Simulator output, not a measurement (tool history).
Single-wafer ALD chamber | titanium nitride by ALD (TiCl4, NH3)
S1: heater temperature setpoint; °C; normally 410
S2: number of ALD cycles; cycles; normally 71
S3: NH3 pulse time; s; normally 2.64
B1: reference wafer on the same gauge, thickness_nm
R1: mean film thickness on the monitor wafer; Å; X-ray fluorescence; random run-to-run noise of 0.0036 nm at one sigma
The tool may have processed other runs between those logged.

Run 1, hour 0.0: usual settings but S1 415 °C; B1 1.579. Result: R1 14.40 Å.
Run 2, hour 27.2: usual settings but S1 415 °C; B1 1.579. Result: R1 14.37 Å.
Run 3, hour 63.2: usual settings but S1 415 °C; B1 1.580. Result: R1 14.34 Å.
Run 4, hour 85.8: usual settings; B1 1.579. Result: R1 14.32 Å.
Run 5, hour 121.0: usual settings; B1 1.579. Result: R1 14.29 Å.
Run 6, hour 154.5: usual settings; B1 1.577. Result: R1 14.29 Å.
Run 7, hour 177.9: usual settings; B1 1.578. Result: R1 14.31 Å.
Run 8, hour 203.0: usual settings; B1 1.582. Result: R1 14.40 Å.
Run 9, hour 229.2: usual settings; B1 1.579. Result: R1 14.38 Å.
Run 10, hour 252.4: usual settings; B1 1.582. Result: R1 14.34 Å.
Run 11, hour 268.8: usual settings; B1 1.581. Result: R1 14.37 Å.
Run 12, hour 286.3: usual settings; B1 1.580. Result: R1 14.29 Å.
Run 13, hour 303.1: usual settings; B1 1.581. Result: R1 14.33 Å.
Run 14, hour 316.8: usual settings but S2 76 cycles; B1 1.580. Result: R1 15.36 Å.
Run 15, hour 342.8: usual settings but S2 76 cycles; B1 1.581. Result: R1 15.29 Å.
Run 16, hour 356.1: usual settings; B1 1.579. Result: R1 14.33 Å.
At hour 361.6: gauge calibrated.
Run 17, hour 380.5: usual settings but S2 81 cycles; B1 1.580. Result: R1 16.36 Å.
Run 18, hour 404.4: usual settings but S2 81 cycles; B1 1.578. Result: R1 16.34 Å.
At hour 432.0: showerhead replaced.
Run 19, hour 438.2: usual settings but S2 62 cycles, S3 2.33 s; B1 1.581. Result: R1 12.42 Å.
Run 20, hour 461.8: usual settings but S1 419 °C, S2 77 cycles, S3 2.99 s; B1 1.580. Result: R1 15.70 Å.
At hour 479.9: thermocouple changed; heater temperature recalibrated.
Run 21, hour 483.7: usual settings but S2 82 cycles, S3 3.47 s; B1 1.579. Result: R1 16.60 Å.
Run 22, hour 500.2: usual settings; B1 1.578. Result: R1 14.32 Å.
Run 23, hour 529.4: usual settings but S1 398 °C, S2 84 cycles; B1 1.580. Result: R1 16.86 Å.
Run 24, hour 549.6: usual settings but S2 79 cycles, S3 2.06 s; B1 1.579. Result: R1 15.81 Å.
Run 25, hour 574.8: usual settings but S1 424 °C, S2 62 cycles; B1 1.581. Result: R1 12.63 Å.
Run 26, hour 597.8: usual settings but S2 81 cycles; B1 1.580. Result: R1 16.41 Å.
Run 27, hour 612.7: usual settings but S1 424 °C, S2 79 cycles; B1 1.581. Result: R1 16.06 Å.
Run 28, hour 628.6: usual settings but S1 416 °C, S2 62 cycles, S3 2.16 s; B1 1.580. Result: R1 12.41 Å.
Run 29, hour 649.9: usual settings but S3 3.21 s; B1 1.580. Result: R1 14.40 Å.
Run 30, hour 665.3: usual settings but S1 403 °C; B1 1.579. Result: R1 14.29 Å.
Run 31, hour 684.3: usual settings but S1 424 °C, S2 58 cycles, S3 2.24 s; B1 1.577. Result: R1 11.66 Å.
Run 32, hour 697.7: usual settings but S1 399 °C, S2 57 cycles, S3 3.49 s; B1 1.580. Result: R1 11.61 Å.
Run 33, hour 715.0: usual settings but S1 405 °C, S3 2.92 s; B1 1.577. Result: R1 14.31 Å.
Run 34, hour 734.0: usual settings; B1 1.581. Result: R1 14.30 Å.
Run 35, hour 747.6: usual settings but S1 417 °C, S2 76 cycles; B1 1.582. Result: R1 15.37 Å.
Run 36, hour 782.6: usual settings but S1 419 °C, S2 63 cycles; B1 1.580. Result: R1 12.78 Å.
Run 37, hour 802.7: usual settings; B1 1.580. Result: R1 14.36 Å.

Hidden state, per run?
wafer temperature above the value expected at the setpoint (K): 0, the same for each run
gauge reads high (%): 0, the same for each run
